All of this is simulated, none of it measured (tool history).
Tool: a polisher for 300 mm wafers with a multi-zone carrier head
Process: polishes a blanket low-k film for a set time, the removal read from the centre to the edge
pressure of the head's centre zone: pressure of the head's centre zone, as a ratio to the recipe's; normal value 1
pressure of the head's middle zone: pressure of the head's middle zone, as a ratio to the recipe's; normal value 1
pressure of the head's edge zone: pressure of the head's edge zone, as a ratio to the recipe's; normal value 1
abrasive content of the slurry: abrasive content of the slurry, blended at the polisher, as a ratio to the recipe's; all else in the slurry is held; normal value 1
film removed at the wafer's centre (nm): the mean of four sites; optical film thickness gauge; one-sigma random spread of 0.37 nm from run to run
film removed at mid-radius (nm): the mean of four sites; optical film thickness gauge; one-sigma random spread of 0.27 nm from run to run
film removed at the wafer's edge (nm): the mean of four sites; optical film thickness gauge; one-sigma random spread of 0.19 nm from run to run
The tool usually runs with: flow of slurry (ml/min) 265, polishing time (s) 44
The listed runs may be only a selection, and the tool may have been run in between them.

run,hour,flow of slurry (ml/min),pressure of the head's centre zone,pressure of the head's middle zone,pressure of the head's edge zone,abrasive content of the slurry,polishing time (s),"incoming thickness of the incoming film, nm",film removed at the wafer's centre (nm),film removed at mid-radius (nm),film removed at the wafer's edge (nm)
1,0,265,1,1,1,1,44,790.3,28.8,26.7,25.9
# hour 18.9: worn pad replaced by a new one
2,28.8,265,1,1,1,1,44,789.4,29.1,26.6,25.9
3,45.4,265,1,1,1,1,44,802.3,29.5,26.7,25.6
4,64.8,265,1,1,1,1,44,804.2,29.8,25.8,25.3
5,94.2,265,1,1,1,1,44,778,29.5,26.4,25.8
# hour 129.9: worn pad replaced by a new one
6,130.4,265,1,1,1,1,44,790.4,29,26.3,25.6
7,142.4,265,1,1,1,1,44,786.5,29.2,26.1,25.7
8,156.4,265,1,1,1,1,44,790.7,29.8,26.1,25.5
9,178.1,315,1,1,1,1,44,790.1,30.2,26.6,26.1
# hour 185.6: centre zone pressure recalibrated
10,206.8,265,1.06,1,1,0.85,44,792.7,25.9,24.5,24.1
# hour 226.6: worn pad replaced by a new one
11,233.7,265,1,0.94,1,1,44,780.8,26.7,25.2,25.9
12,259.2,265,1,1,1,1,44,787.3,27.1,26.3,25.7
13,291.4,265,1,1.04,1,1.25,44,793.1,29,29.2,28.1
# hour 298.3: slurry nozzle cleaned
# hour 310.3: carrier head's membrane replaced by a new one
14,312.7,265,1,1,1,1.2,44,786.3,29,27.4,27
# hour 329.4: worn pad replaced by a new one
15,340.4,265,1,1,1,1,44,784.7,28.1,26.5,25.7
# hour 359: edge zone pressure recalibrated
16,369.2,340,1,1,1,1,44,786.1,28,27,26
17,400.3,265,1,1,1,1,44,788.9,27.7,26.3,25.4
18,431.4,355,1,1.1,0.96,1,57,785.2,37.4,37.8,33
# hour 436.1: worn pad replaced by a new one
19,457,265,1,1,1,1,44,779.4,27.9,26.3,25.5
20,491,265,1,0.96,0.95,0.85,39,776.5,24.5,21.2,20.8

3 options for the next run, each taken on its own from the tool as it stands now. Forecast them:
A,491.4,265,1,1,1,1,53,776.2,?,?,?
B,491.4,265,1,0.97,1,1,44,776.2,?,?,?
C,491.4,350,1,1,1,1,44,776.2,?,?,?

run,film removed at the wafer's centre (nm),film removed at mid-radius (nm),film removed at the wafer's edge (nm)
A,33.7,31.9,30.9
B,28,26,25.7
C,28.9,27.2,26.2
What these runs would have given with no unlogged condition in the tool:
run,film removed at the wafer's centre (nm),film removed at mid-radius (nm),film removed at the wafer's edge (nm)
A,31.4,31.9,30.9
B,26.1,26,25.7
C,26.9,27.2,26.2

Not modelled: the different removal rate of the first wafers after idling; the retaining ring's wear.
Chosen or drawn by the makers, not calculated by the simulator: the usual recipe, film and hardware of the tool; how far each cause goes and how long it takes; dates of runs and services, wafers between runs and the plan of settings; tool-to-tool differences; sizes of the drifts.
